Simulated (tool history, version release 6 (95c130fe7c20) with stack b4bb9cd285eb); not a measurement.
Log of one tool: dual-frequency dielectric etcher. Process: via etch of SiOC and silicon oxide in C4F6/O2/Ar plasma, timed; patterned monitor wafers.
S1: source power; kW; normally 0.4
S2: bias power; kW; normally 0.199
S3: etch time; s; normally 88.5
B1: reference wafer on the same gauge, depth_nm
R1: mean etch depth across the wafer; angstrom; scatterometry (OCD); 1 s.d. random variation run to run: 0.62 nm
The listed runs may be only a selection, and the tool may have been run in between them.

Run 1, hour 0: usual settings but S3 99 s; B1 113.7. Result: R1 1130 angstrom.
Run 2, hour 40.6: usual settings; B1 113.5. Result: R1 1010 angstrom.
Run 3, hour 54: usual settings; B1 113.6. Result: R1 1009 angstrom.
Run 4, hour 80.1: usual settings; B1 113.8. Result: R1 1012 angstrom.
Run 5, hour 122.2: usual settings; B1 113.7. Result: R1 1018 angstrom.
Run 6, hour 135.1: usual settings but S2 0.165 kW; B1 113.5. Result: R1 955 angstrom.
Run 7, hour 151.6: usual settings but S2 0.224 kW; B1 113.7. Result: R1 1061 angstrom.
Run 8, hour 157.9: usual settings but S2 0.224 kW; B1 113.7. Result: R1 1051 angstrom.
At hour 165.2: gauge calibrated.
At hour 167.5: source power generator calibrated.
Run 9, hour 184: usual settings but S2 0.224 kW; B1 113.7. Result: R1 1067 angstrom.
At hour 208.1: upper electrode replaced.
Run 10, hour 208.6: usual settings but S2 0.16 kW, S3 75 s; B1 113.9. Result: R1 823 angstrom.
Run 11, hour 208.9: usual settings but S2 0.16 kW, S3 75 s; B1 113.8. Result: R1 822 angstrom.
Run 12, hour 217.8: usual settings but S3 81 s; B1 113.7. Result: R1 943 angstrom.
At hour 249: bias power generator calibrated.
At hour 260.6: wet clean of the chamber.
Run 13, hour 261.1: usual settings but S3 81 s; B1 113.8. Result: R1 883 angstrom.
Run 14, hour 271.7: usual settings but S2 0.178 kW; B1 113.6. Result: R1 944 angstrom.
Run 15, hour 306: usual settings but S1 0.31 kW; B1 113.7. Result: R1 902 angstrom.
Run 16, hour 313.8: usual settings but S1 0.34 kW, S2 0.162 kW; B1 113.7. Result: R1 884 angstrom.
Run 17, hour 328.3: usual settings but S2 0.219 kW, S3 80.5 s; B1 113.7. Result: R1 932 angstrom.
Run 18, hour 340.7: usual settings but S2 0.165 kW; B1 113.4. Result: R1 929 angstrom.
Run 19, hour 349.7: usual settings but S3 74.5 s; B1 113.7. Result: R1 827 angstrom.
Run 20, hour 360.3: usual settings but S2 0.245 kW, S3 79.5 s; B1 113.7. Result: R1 940 angstrom.
Run 21, hour 367.4: usual settings but S3 81 s; B1 113.7. Result: R1 898 angstrom.
Run 22, hour 383.3: usual settings but S1 0.45 kW, S2 0.225 kW; B1 113.5. Result: R1 1065 angstrom.

Run 23 has not been measured yet. What should we expect?
Run 23, hour 393.8: usual settings but S2 0.171 kW; B1 ?. Result: R1 ?.

{"run 23": {"B1": 113.8, "R1": 952}}
Had the tool carried no hidden state, the very same run would have given R1 937 angstrom.

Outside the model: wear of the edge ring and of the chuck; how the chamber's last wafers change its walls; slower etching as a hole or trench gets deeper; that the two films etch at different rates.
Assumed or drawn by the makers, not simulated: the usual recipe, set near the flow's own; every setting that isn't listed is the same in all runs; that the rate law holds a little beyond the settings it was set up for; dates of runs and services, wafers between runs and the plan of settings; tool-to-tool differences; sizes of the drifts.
